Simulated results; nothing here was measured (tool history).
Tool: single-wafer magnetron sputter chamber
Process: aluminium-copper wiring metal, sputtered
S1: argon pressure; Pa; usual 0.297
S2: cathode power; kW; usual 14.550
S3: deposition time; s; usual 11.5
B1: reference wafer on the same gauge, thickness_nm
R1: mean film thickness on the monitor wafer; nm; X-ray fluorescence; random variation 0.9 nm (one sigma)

run 1 hour=0.0 | S1=0.297 S2=14.550 S3=11.5 | B1=318.984 | R1=324.964
-- hour=65.4 sputter target and shields replaced
run 2 hour=69.0 | S1=0.297 S2=14.550 S3=11.5 | B1=318.948 | R1=331.722
run 3 hour=90.1 | S1=0.297 S2=14.550 S3=11.5 | B1=319.114 | R1=331.136
run 4 hour=109.3 | S1=0.297 S2=14.550 S3=11.5 | B1=319.165 | R1=331.250
run 5 hour=153.8 | S1=0.214 S2=14.550 S3=11.5 | B1=319.101 | R1=340.847
run 6 hour=182.9 | S1=0.297 S2=14.550 S3=11.5 | B1=318.877 | R1=327.219
run 7 hour=213.9 | S1=0.297 S2=14.550 S3=11.5 | B1=319.043 | R1=324.892
run 8 hour=244.5 | S1=0.297 S2=14.550 S3=11.5 | B1=318.885 | R1=323.205
-- hour=255.8 sputter target and shields replaced
-- hour=284.8 gauge calibrated
run 9 hour=295.1 | S1=0.297 S2=14.550 S3=11.5 | B1=318.905 | R1=329.871
-- hour=325.7 magnet pack replaced
run 10 hour=326.2 | S1=0.297 S2=16.050 S3=12.4 | B1=319.100 | R1=383.359
run 11 hour=338.3 | S1=0.297 S2=16.050 S3=12.4 | B1=318.969 | R1=383.161
run 12 hour=358.1 | S1=0.297 S2=14.550 S3=11.0 | B1=318.993 | R1=314.040
run 13 hour=385.8 | S1=0.297 S2=14.550 S3=11.0 | B1=318.899 | R1=312.547
run 14 hour=401.1 | S1=0.297 S2=14.550 S3=11.0 | B1=318.952 | R1=311.295
run 15 hour=429.9 | S1=0.215 S2=14.550 S3=12.6 | B1=319.081 | R1=366.549
run 16 hour=445.0 | S1=0.345 S2=17.000 S3=10.9 | B1=319.059 | R1=335.015
run 17 hour=465.0 | S1=0.297 S2=14.550 S3=11.5 | B1=318.932 | R1=320.704
-- hour=490.1 sputter target and shields replaced
run 18 hour=491.3 | S1=0.193 S2=17.650 S3=13.7 | B1=319.135 | R1=471.439
run 19 hour=504.3 | S1=0.297 S2=14.550 S3=13.8 | B1=319.143 | R1=395.667
run 20 hour=531.0 | S1=0.297 S2=14.550 S3=11.5 | B1=318.934 | R1=331.769
run 21 hour=564.4 | S1=0.196 S2=12.850 S3=12.1 | B1=318.829 | R1=332.003
run 22 hour=590.3 | S1=0.230 S2=13.150 S3=12.4 | B1=319.035 | R1=338.179
run 23 hour=617.4 | S1=0.297 S2=14.550 S3=9.2 | B1=319.038 | R1=260.392
run 24 hour=649.5 | S1=0.297 S2=14.550 S3=11.5 | B1=318.903 | R1=322.532
run 25 hour=661.9 | S1=0.236 S2=16.900 S3=11.5 | B1=319.145 | R1=368.168
-- hour=686.7 capacitance manometer re-zeroed and calibrated
run 26 hour=693.5 | S1=0.297 S2=13.750 S3=11.5 | B1=319.079 | R1=307.515
-- hour=718.7 sputter target and shields replaced
run 27 hour=725.0 | S1=0.407 S2=15.950 S3=12.9 | B1=319.122 | R1=379.003
run 28 hour=756.7 | S1=0.413 S2=12.800 S3=10.4 | B1=318.776 | R1=261.501
run 29 hour=774.5 | S1=0.334 S2=14.550 S3=10.0 | B1=318.987 | R1=283.855
run 30 hour=791.0 | S1=0.297 S2=12.400 S3=13.4 | B1=318.799 | R1=344.382
run 31 hour=825.1 | S1=0.297 S2=14.550 S3=11.5 | B1=318.886 | R1=326.593
run 32 hour=837.9 | S1=0.297 S2=13.250 S3=13.4 | B1=319.005 | R1=355.155
run 33 hour=864.8 | S1=0.297 S2=14.550 S3=11.5 | B1=319.003 | R1=325.639
run 34 hour=882.6 | S1=0.297 S2=12.300 S3=11.5 | B1=318.868 | R1=287.484
run 35 hour=895.8 | S1=0.297 S2=14.550 S3=11.5 | B1=319.045 | R1=324.067

3 ways to go on from here, each from the tool as it stands after run 35. What would each give?
run A hour=896.2 | S1=0.297 S2=14.550 S3=11.5 | B1=? | R1=?
run B hour=896.2 | S1=0.224 S2=11.450 S3=12.9 | B1=? | R1=?
run C hour=896.2 | S1=0.253 S2=12.450 S3=13.0 | B1=? | R1=?

run=A B1=318.959 R1=322.189
run=B B1=318.959 R1=315.888
run=C B1=318.959 R1=332.718
Without the tool's hidden state the same runs would have given:
run=A R1=330.607
run=B R1=324.142
run=C R1=341.412

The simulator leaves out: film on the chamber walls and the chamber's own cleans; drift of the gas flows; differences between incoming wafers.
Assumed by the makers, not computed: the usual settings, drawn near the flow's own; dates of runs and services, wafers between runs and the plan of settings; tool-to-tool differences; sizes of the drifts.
